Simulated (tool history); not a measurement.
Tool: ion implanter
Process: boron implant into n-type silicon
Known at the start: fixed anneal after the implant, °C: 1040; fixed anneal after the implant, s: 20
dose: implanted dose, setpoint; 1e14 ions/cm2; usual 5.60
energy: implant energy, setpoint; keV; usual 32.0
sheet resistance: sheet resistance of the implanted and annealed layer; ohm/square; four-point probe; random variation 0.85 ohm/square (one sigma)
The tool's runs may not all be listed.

run	hour	dose	energy	read-back reference wafer on the same gauge, sheet resistance	sheet resistance
1	0.0	5.60	32.0	201.01	191.69
2	28.1	5.60	32.0	200.97	189.91
3	60.2	4.43	32.0	201.06	231.94
4	72.9	4.43	32.0	201.05	231.09
5	103.0	4.43	32.0	201.09	229.05
6	126.9	5.60	32.0	200.98	187.40
7	156.8	5.60	32.0	200.97	190.01
8	187.3	5.00	39.0	201.08	202.46
9	209.1	5.60	32.0	201.03	189.23
10	238.8	5.60	32.0	201.05	186.05
# hour 248.3: extraction supply calibrated
11	266.1	5.60	29.5	200.90	190.06
12	284.8	5.60	29.5	201.02	188.43
13	313.7	5.60	32.0	201.06	186.32
14	333.0	5.60	32.0	200.98	187.40
15	361.3	4.93	25.0	201.00	212.14
16	381.6	5.60	23.0	201.05	193.41
17	408.2	4.54	22.0	200.76	230.71
# hour 408.6: gauge calibrated
# hour 421.6: Faraday cup replaced and dose calibrated
18	442.6	4.87	27.0	201.04	220.84

Forecast run 19:
19	456.3	6.09	37.5	?	?

{"run 19": {"read-back reference wafer on the same gauge, sheet resistance": 201.0, "sheet resistance": 178.01}}
Without the tool's hidden state the same run would have given sheet resistance 178.18 ohm/square.
